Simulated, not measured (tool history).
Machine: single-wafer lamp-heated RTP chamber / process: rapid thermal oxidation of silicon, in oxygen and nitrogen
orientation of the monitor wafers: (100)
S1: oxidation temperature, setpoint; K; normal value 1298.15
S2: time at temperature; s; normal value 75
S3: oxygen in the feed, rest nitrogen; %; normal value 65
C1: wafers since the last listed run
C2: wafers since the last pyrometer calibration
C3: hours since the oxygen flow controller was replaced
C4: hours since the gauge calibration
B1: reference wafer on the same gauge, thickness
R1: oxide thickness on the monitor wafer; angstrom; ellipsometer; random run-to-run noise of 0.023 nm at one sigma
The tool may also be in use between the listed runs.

run	day	S1	S2	S3	C1	C2	C3	C4	B1	R1
1	0	1298.15	75	65	0	2685	2636.2	1507.4	6.245	72.37
2	2.138	1298.15	75	65	307	2992	2687.5	1558.7	6.246	72.72
3	4.038	1298.15	75	65	272	3265	2733.1	1604.3	6.239	72.79
4	6.912	1298.15	75	65	413	3678	2802.1	1673.3	6.244	73.37
# day 7.375: pyrometer window cleaned and pyrometer calibrated
5	8.1	1298.15	75	65	122	104	2830.6	1701.8	6.244	70.25
6	10.779	1298.15	75	65	384	489	2894.9	1766.1	6.24	70.55
7	13.488	1298.15	100	65	389	878	2959.9	1831.1	6.238	81.09
8	15.912	1298.15	100	65	348	1226	3018.1	1889.3	6.241	81.18
9	23.142	1298.15	75	65	1038	2265	3191.6	2062.8	6.234	72.47
10	28.121	1291.15	75	65	715	2980	3311.1	2182.3	6.238	69.2
11	30.996	1298.15	75	65	413	3393	3380.1	2251.3	6.246	73.11
# day 31.308: gauge calibrated
12	33.042	1298.15	75	65	293	3687	3429.2	41.6	6.238	73.3
# day 34.521: pyrometer window cleaned and pyrometer calibrated
13	35.175	1298.15	75	65	258	94	3480.4	92.8	6.236	69.94
14	37.683	1298.15	75	65	360	454	3540.6	153	6.243	70.94
15	40.075	1298.15	75	65	343	798	3598	210.4	6.236	70.88
16	42.129	1298.15	59	48	295	1093	3647.3	259.7	6.243	57.83
17	44.262	1298.15	59	48	306	1399	3698.5	310.9	6.234	57.69
18	46.05	1298.15	75	65	256	1656	3741.4	353.8	6.248	71.76
19	47.854	1323.15	97	84	259	1915	3784.7	397.1	6.243	105.51
20	49.696	1298.15	54	65	264	2180	3828.9	441.3	6.237	62.07
# day 51.412: oxygen flow controller replaced
21	51.433	1298.15	53	45	201	2381	0.5	483	6.248	54.45
22	52.558	1279.15	92	52	161	2543	27.5	510	6.238	64.25
23	54.988	1268.15	57	65	348	2892	85.8	568.3	6.242	52.08
24	56.108	1298.15	75	65	161	3053	112.7	595.2	6.237	72.44
# day 57.842: pyrometer window cleaned and pyrometer calibrated
25	58.312	1298.15	75	65	268	67	165.6	648.1	6.234	70.19
26	60.075	1298.15	102	65	253	321	207.9	690.4	6.241	81.04
27	61.617	1320.15	53	51	221	542	244.9	727.4	6.242	64.82
28	63.562	1274.15	43	37	279	822	291.6	774.1	6.234	39.66
29	65.138	1298.15	109	65	226	1048	329.4	811.9	6.251	83.51
30	73.392	1298.15	75	65	1185	2234	527.5	1010	6.244	72.14
31	75.562	1279.15	105	42	311	2546	579.6	1062.1	6.249	63.02
32	78.1	1298.15	48	84	364	2910	640.5	1123	6.241	65.21
33	79.108	1316.15	95	65	144	3055	664.7	1147.2	6.238	92.18
# day 81.496: pyrometer window cleaned and pyrometer calibrated
34	81.958	1298.15	40	65	361	66	733.1	1215.6	6.24	53.29
35	83.988	1298.15	75	40	291	357	781.8	1264.3	6.249	59.4
36	86.383	1298.15	75	65	344	702	839.3	1321.8	6.233	70.56
37	88.55	1319.15	75	41	311	1013	891.3	1373.8	6.241	69.82

Each row is a separate what-if for the run after 37, all from the same tool condition, not one after another. Results?
A	88.571	1298.15	75	65	2	1016	891.8	1374.3	?	?
B	88.571	1306.15	75	65	2	1016	891.8	1374.3	?	?
C	88.571	1298.15	75	87	2	1016	891.8	1374.3	?	?
D	88.571	1286.15	40	65	2	1016	891.8	1374.3	?	?

run	B1	R1
A	6.235	71.23
B	6.235	75.35
C	6.235	78.99
D	6.235	49.86
With no hidden state in the tool, these same runs would have given:
run	R1
A	70.39
B	74.47
C	78.06
D	49.29
